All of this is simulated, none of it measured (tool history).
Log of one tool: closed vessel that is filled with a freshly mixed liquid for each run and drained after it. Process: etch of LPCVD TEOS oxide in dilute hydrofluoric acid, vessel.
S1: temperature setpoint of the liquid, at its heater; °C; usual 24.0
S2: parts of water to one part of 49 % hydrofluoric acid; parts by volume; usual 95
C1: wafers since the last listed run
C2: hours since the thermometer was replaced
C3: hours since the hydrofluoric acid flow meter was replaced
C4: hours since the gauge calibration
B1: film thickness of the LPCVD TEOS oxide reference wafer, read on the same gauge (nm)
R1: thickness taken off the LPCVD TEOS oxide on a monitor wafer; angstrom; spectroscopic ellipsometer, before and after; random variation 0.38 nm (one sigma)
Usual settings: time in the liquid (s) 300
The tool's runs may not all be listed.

Run 1, hour 0.0: usual settings; C1 0; C2 894.0; C3 155.7; C4 643.5; B1 60.00. Result: R1 522.8 angstrom.
Run 2, hour 24.9: usual settings; C1 2770; C2 918.9; C3 180.6; C4 668.4; B1 60.01. Result: R1 535.0 angstrom.
Run 3, hour 37.5: usual settings; C1 1401; C2 931.5; C3 193.2; C4 681.0; B1 60.01. Result: R1 534.0 angstrom.
Run 4, hour 69.2: usual settings but S2 75 parts by volume; C1 3526; C2 963.2; C3 224.9; C4 712.7; B1 60.02. Result: R1 702.9 angstrom.
Run 5, hour 81.5: usual settings but S1 27.0 °C; C1 1368; C2 975.5; C3 237.2; C4 725.0; B1 59.99. Result: R1 610.5 angstrom.
Run 6, hour 110.3: usual settings but S1 27.0 °C; C1 3203; C2 1004.3; C3 266.0; C4 753.8; B1 60.00. Result: R1 609.9 angstrom.
Run 7, hour 129.1: usual settings but S2 60 parts by volume; C1 2091; C2 1023.1; C3 284.8; C4 772.6; B1 60.01. Result: R1 896.2 angstrom.
Run 8, hour 143.6: usual settings but S2 60 parts by volume; C1 1613; C2 1037.6; C3 299.3; C4 787.1; B1 60.02. Result: R1 899.0 angstrom.
Run 9, hour 173.9: usual settings but S2 55 parts by volume; C1 3370; C2 1067.9; C3 329.6; C4 817.4; B1 59.99. Result: R1 995.1 angstrom.
Run 10, hour 207.6: usual settings but time in the liquid (s) 340; C1 3748; C2 1101.6; C3 363.3; C4 851.1; B1 60.01. Result: R1 629.9 angstrom.
Run 11, hour 221.6: usual settings; C1 1557; C2 1115.6; C3 377.3; C4 865.1; B1 60.01. Result: R1 548.2 angstrom.
Run 12, hour 249.7: usual settings; C1 3125; C2 1143.7; C3 405.4; C4 893.2; B1 60.01. Result: R1 550.5 angstrom.
At hour 255.6: gauge calibrated.
Run 13, hour 281.2: usual settings; C1 3504; C2 1175.2; C3 436.9; C4 25.6; B1 60.00. Result: R1 554.6 angstrom.
Run 14, hour 303.2: usual settings but S1 21.0 °C; C1 2447; C2 1197.2; C3 458.9; C4 47.6; B1 59.98. Result: R1 500.5 angstrom.
Run 15, hour 318.1: usual settings but S1 21.0 °C; C1 1657; C2 1212.1; C3 473.8; C4 62.5; B1 59.99. Result: R1 495.7 angstrom.
Run 16, hour 349.8: usual settings; C1 3526; C2 1243.8; C3 505.5; C4 94.2; B1 60.02. Result: R1 562.3 angstrom.
At hour 356.3: hydrofluoric acid flow meter replaced.
Run 17, hour 371.9: usual settings but S1 19.0 °C, S2 130 parts by volume, time in the liquid (s) 345; C1 2347; C2 1265.9; C3 15.6; C4 116.3; B1 59.98. Result: R1 342.5 angstrom.
Run 18, hour 397.5: usual settings but S2 110 parts by volume; C1 2847; C2 1291.5; C3 41.2; C4 141.9; B1 59.98. Result: R1 450.5 angstrom.
At hour 408.7: thermometer replaced.
Run 19, hour 445.8: usual settings; C1 5261; C2 37.1; C3 89.5; C4 190.2; B1 60.00. Result: R1 528.4 angstrom.
Run 20, hour 457.9: usual settings but S1 22.5 °C, time in the liquid (s) 350; C1 1346; C2 49.2; C3 101.6; C4 202.3; B1 59.98. Result: R1 590.7 angstrom.
Run 21, hour 497.1: usual settings but time in the liquid (s) 160; C1 4360; C2 88.4; C3 140.8; C4 241.5; B1 59.99. Result: R1 289.1 angstrom.
Run 22, hour 517.9: usual settings but S1 26.5 °C, time in the liquid (s) 205; C1 2313; C2 109.2; C3 161.6; C4 262.3; B1 60.00. Result: R1 401.9 angstrom.
Run 23, hour 547.8: usual settings but S2 130 parts by volume; C1 3326; C2 139.1; C3 191.5; C4 292.2; B1 60.03. Result: R1 374.4 angstrom.
Run 24, hour 572.0: usual settings; C1 2692; C2 163.3; C3 215.7; C4 316.4; B1 60.03. Result: R1 536.5 angstrom.
Run 25, hour 650.2: usual settings; C1 8699; C2 241.5; C3 293.9; C4 394.6; B1 60.00. Result: R1 545.9 angstrom.

Run 26 comes next. What will it give?
Run 26, hour 667.1: usual settings; C1 1880; C2 258.4; C3 310.8; C4 411.5; B1 ?. Result: R1 ?.

Run 26 gave B1 60.03, R1 547.9 angstrom.
Without the tool's hidden state the same run would have given R1 517.7 angstrom.

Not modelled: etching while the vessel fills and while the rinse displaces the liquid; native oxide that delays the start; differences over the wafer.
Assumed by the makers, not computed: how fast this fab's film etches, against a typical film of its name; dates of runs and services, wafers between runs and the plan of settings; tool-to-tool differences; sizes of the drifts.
